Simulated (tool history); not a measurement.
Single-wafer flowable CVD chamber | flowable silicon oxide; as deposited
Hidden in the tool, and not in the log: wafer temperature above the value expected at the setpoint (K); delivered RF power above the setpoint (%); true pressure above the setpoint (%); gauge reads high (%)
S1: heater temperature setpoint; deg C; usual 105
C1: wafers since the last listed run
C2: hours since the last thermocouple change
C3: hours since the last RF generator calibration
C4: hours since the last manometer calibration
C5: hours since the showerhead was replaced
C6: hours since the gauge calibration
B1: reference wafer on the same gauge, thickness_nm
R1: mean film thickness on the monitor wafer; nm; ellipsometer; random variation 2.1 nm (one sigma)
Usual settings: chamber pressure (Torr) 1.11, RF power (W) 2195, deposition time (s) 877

{"run": 1, "hour": 0.0, "S1": 105, "chamber pressure (Torr)": 1.11, "RF power (W)": 2195, "deposition time (s)": 877, "C1": 0, "C2": 1253.8, "C3": 999.5, "C4": 426.1, "C5": 4567.7, "C6": 415.3, "B1": 619.704, "R1": 631.348}
{"run": 2, "hour": 68.7, "S1": 105, "chamber pressure (Torr)": 1.11, "RF power (W)": 2195, "deposition time (s)": 877, "C1": 209, "C2": 1322.5, "C3": 1068.2, "C4": 494.8, "C5": 4636.4, "C6": 484.0, "B1": 621.361, "R1": 629.125}
{"run": 3, "hour": 103.9, "S1": 105, "chamber pressure (Torr)": 1.11, "RF power (W)": 2195, "deposition time (s)": 877, "C1": 107, "C2": 1357.7, "C3": 1103.4, "C4": 530.0, "C5": 4671.6, "C6": 519.2, "B1": 619.79, "R1": 627.343}
{"run": 4, "hour": 172.2, "S1": 105, "chamber pressure (Torr)": 1.11, "RF power (W)": 2195, "deposition time (s)": 877, "C1": 207, "C2": 1426.0, "C3": 1171.7, "C4": 598.3, "C5": 4739.9, "C6": 587.5, "B1": 620.065, "R1": 627.944}
{"run": 5, "hour": 219.3, "S1": 105, "chamber pressure (Torr)": 1.11, "RF power (W)": 2195, "deposition time (s)": 877, "C1": 143, "C2": 1473.1, "C3": 1218.8, "C4": 645.4, "C5": 4787.0, "C6": 634.6, "B1": 620.436, "R1": 626.965}
{"run": 6, "hour": 284.1, "S1": 105, "chamber pressure (Torr)": 1.11, "RF power (W)": 2195, "deposition time (s)": 877, "C1": 197, "C2": 1537.9, "C3": 1283.6, "C4": 710.2, "C5": 4851.8, "C6": 699.4, "B1": 620.967, "R1": 626.603}
{"run": 7, "hour": 404.1, "S1": 105, "chamber pressure (Torr)": 1.05, "RF power (W)": 2195, "deposition time (s)": 877, "C1": 365, "C2": 1657.9, "C3": 1403.6, "C4": 830.2, "C5": 4971.8, "C6": 819.4, "B1": 620.17, "R1": 599.129}
{"run": 8, "hour": 450.4, "S1": 105, "chamber pressure (Torr)": 1.05, "RF power (W)": 2195, "deposition time (s)": 877, "C1": 140, "C2": 1704.2, "C3": 1449.9, "C4": 876.5, "C5": 5018.1, "C6": 865.7, "B1": 619.192, "R1": 596.218}
{"hour": 561.8, "done": "capacitance manometer re-zeroed and calibrated"}
{"run": 9, "hour": 562.3, "S1": 105, "chamber pressure (Torr)": 1.11, "RF power (W)": 2195, "deposition time (s)": 877, "C1": 316, "C2": 1816.1, "C3": 1561.8, "C4": 0.5, "C5": 5130.0, "C6": 977.6, "B1": 619.754, "R1": 625.426}
{"run": 10, "hour": 607.1, "S1": 105, "chamber pressure (Torr)": 1.11, "RF power (W)": 2105, "deposition time (s)": 1002, "C1": 136, "C2": 1860.9, "C3": 1606.6, "C4": 45.3, "C5": 5174.8, "C6": 1022.4, "B1": 620.185, "R1": 704.79}
{"run": 11, "hour": 675.7, "S1": 105, "chamber pressure (Torr)": 1.11, "RF power (W)": 2105, "deposition time (s)": 1002, "C1": 208, "C2": 1929.5, "C3": 1675.2, "C4": 113.9, "C5": 5243.4, "C6": 1091.0, "B1": 620.263, "R1": 709.614}
{"hour": 742.7, "done": "showerhead replaced"}
{"hour": 852.4, "done": "gauge calibrated"}
{"run": 12, "hour": 879.4, "S1": 110, "chamber pressure (Torr)": 1.11, "RF power (W)": 2195, "deposition time (s)": 877, "C1": 595, "C2": 2133.2, "C3": 1878.9, "C4": 317.6, "C5": 136.7, "C6": 27.0, "B1": 620.011, "R1": 541.102}
{"run": 13, "hour": 905.2, "S1": 105, "chamber pressure (Torr)": 0.9, "RF power (W)": 2195, "deposition time (s)": 753, "C1": 78, "C2": 2159.0, "C3": 1904.7, "C4": 343.4, "C5": 162.5, "C6": 52.8, "B1": 619.863, "R1": 445.276}
{"hour": 953.0, "done": "RF generator calibrated"}
{"run": 14, "hour": 960.3, "S1": 105, "chamber pressure (Torr)": 1.11, "RF power (W)": 2195, "deposition time (s)": 877, "C1": 143, "C2": 2214.1, "C3": 7.3, "C4": 398.5, "C5": 217.6, "C6": 107.9, "B1": 619.557, "R1": 630.179}
{"run": 15, "hour": 1014.1, "S1": 105, "chamber pressure (Torr)": 1.11, "RF power (W)": 2195, "deposition time (s)": 877, "C1": 163, "C2": 2267.9, "C3": 61.1, "C4": 452.3, "C5": 271.4, "C6": 161.7, "B1": 620.278, "R1": 629.435}
{"run": 16, "hour": 1071.1, "S1": 105, "chamber pressure (Torr)": 1.11, "RF power (W)": 2195, "deposition time (s)": 877, "C1": 173, "C2": 2324.9, "C3": 118.1, "C4": 509.3, "C5": 328.4, "C6": 218.7, "B1": 619.7, "R1": 632.703}
{"run": 17, "hour": 1140.1, "S1": 105, "chamber pressure (Torr)": 1.32, "RF power (W)": 2490, "deposition time (s)": 931, "C1": 209, "C2": 2393.9, "C3": 187.1, "C4": 578.3, "C5": 397.4, "C6": 287.7, "B1": 620.39, "R1": 790.065}
{"run": 18, "hour": 1187.8, "S1": 105, "chamber pressure (Torr)": 1.11, "RF power (W)": 2325, "deposition time (s)": 726, "C1": 145, "C2": 2441.6, "C3": 234.8, "C4": 626.0, "C5": 445.1, "C6": 335.4, "B1": 619.594, "R1": 525.947}
{"run": 19, "hour": 1225.0, "S1": 105, "chamber pressure (Torr)": 1.11, "RF power (W)": 2480, "deposition time (s)": 877, "C1": 113, "C2": 2478.8, "C3": 272.0, "C4": 663.2, "C5": 482.3, "C6": 372.6, "B1": 621.024, "R1": 643.473}
{"hour": 1291.7, "done": "thermocouple changed; heater temperature recalibrated"}
{"run": 20, "hour": 1293.6, "S1": 105, "chamber pressure (Torr)": 0.9, "RF power (W)": 2195, "deposition time (s)": 753, "C1": 184, "C2": 1.9, "C3": 340.6, "C4": 731.8, "C5": 550.9, "C6": 441.2, "B1": 620.112, "R1": 451.126}
{"run": 21, "hour": 1333.7, "S1": 105, "chamber pressure (Torr)": 1.11, "RF power (W)": 2105, "deposition time (s)": 1002, "C1": 121, "C2": 42.0, "C3": 380.7, "C4": 771.9, "C5": 591.0, "C6": 481.3, "B1": 620.725, "R1": 710.903}
{"run": 22, "hour": 1396.1, "S1": 91, "chamber pressure (Torr)": 1.34, "RF power (W)": 2195, "deposition time (s)": 877, "C1": 189, "C2": 104.4, "C3": 443.1, "C4": 834.3, "C5": 653.4, "C6": 543.7, "B1": 619.462, "R1": 1115.279}
{"run": 23, "hour": 1449.9, "S1": 112, "chamber pressure (Torr)": 1.11, "RF power (W)": 2195, "deposition time (s)": 877, "C1": 163, "C2": 158.2, "C3": 496.9, "C4": 888.1, "C5": 707.2, "C6": 597.5, "B1": 619.937, "R1": 514.924}
{"hour": 1526.8, "done": "capacitance manometer re-zeroed and calibrated"}
{"run": 24, "hour": 1527.3, "S1": 116, "chamber pressure (Torr)": 1.11, "RF power (W)": 2195, "deposition time (s)": 755, "C1": 211, "C2": 235.6, "C3": 574.3, "C4": 0.5, "C5": 784.6, "C6": 674.9, "B1": 619.149, "R1": 396.92}
{"run": 25, "hour": 1565.0, "S1": 105, "chamber pressure (Torr)": 1.11, "RF power (W)": 2195, "deposition time (s)": 877, "C1": 114, "C2": 273.3, "C3": 612.0, "C4": 38.2, "C5": 822.3, "C6": 712.6, "B1": 620.197, "R1": 625.537}
{"run": 26, "hour": 1628.7, "S1": 119, "chamber pressure (Torr)": 1.35, "RF power (W)": 2195, "deposition time (s)": 926, "C1": 193, "C2": 337.0, "C3": 675.7, "C4": 101.9, "C5": 886.0, "C6": 776.3, "B1": 619.299, "R1": 528.486}
{"run": 27, "hour": 1699.9, "S1": 105, "chamber pressure (Torr)": 1.11, "RF power (W)": 2195, "deposition time (s)": 1050, "C1": 216, "C2": 408.2, "C3": 746.9, "C4": 173.1, "C5": 957.2, "C6": 847.5, "B1": 620.893, "R1": 748.877}
{"run": 28, "hour": 1771.1, "S1": 105, "chamber pressure (Torr)": 1.11, "RF power (W)": 2195, "deposition time (s)": 929, "C1": 216, "C2": 479.4, "C3": 818.1, "C4": 244.3, "C5": 1028.4, "C6": 918.7, "B1": 618.639, "R1": 666.095}
{"run": 29, "hour": 1823.1, "S1": 105, "chamber pressure (Torr)": 1.38, "RF power (W)": 2195, "deposition time (s)": 707, "C1": 158, "C2": 531.4, "C3": 870.1, "C4": 296.3, "C5": 1080.4, "C6": 970.7, "B1": 619.715, "R1": 607.385}

Forecast each of these 3 alternatives for the next run:
{"run": "A", "hour": 1823.7, "S1": 105, "chamber pressure (Torr)": 1.11, "RF power (W)": 2195, "deposition time (s)": 1017, "C1": 1, "C2": 532.0, "C3": 870.7, "C4": 296.9, "C5": 1081.0, "C6": 971.3, "B1": "?", "R1": "?"}
{"run": "B", "hour": 1823.7, "S1": 105, "chamber pressure (Torr)": 1.31, "RF power (W)": 2195, "deposition time (s)": 877, "C1": 1, "C2": 532.0, "C3": 870.7, "C4": 296.9, "C5": 1081.0, "C6": 971.3, "B1": "?", "R1": "?"}
{"run": "C", "hour": 1823.7, "S1": 105, "chamber pressure (Torr)": 0.9, "RF power (W)": 2195, "deposition time (s)": 877, "C1": 1, "C2": 532.0, "C3": 870.7, "C4": 296.9, "C5": 1081.0, "C6": 971.3, "B1": "?", "R1": "?"}

run=A B1=619.638 R1=728.822
run=B B1=619.638 R1=724.500
run=C B1=619.638 R1=524.401
Without the tool's hidden state the same runs would have given:
run=A R1=734.947
run=B R1=730.588
run=C R1=528.807
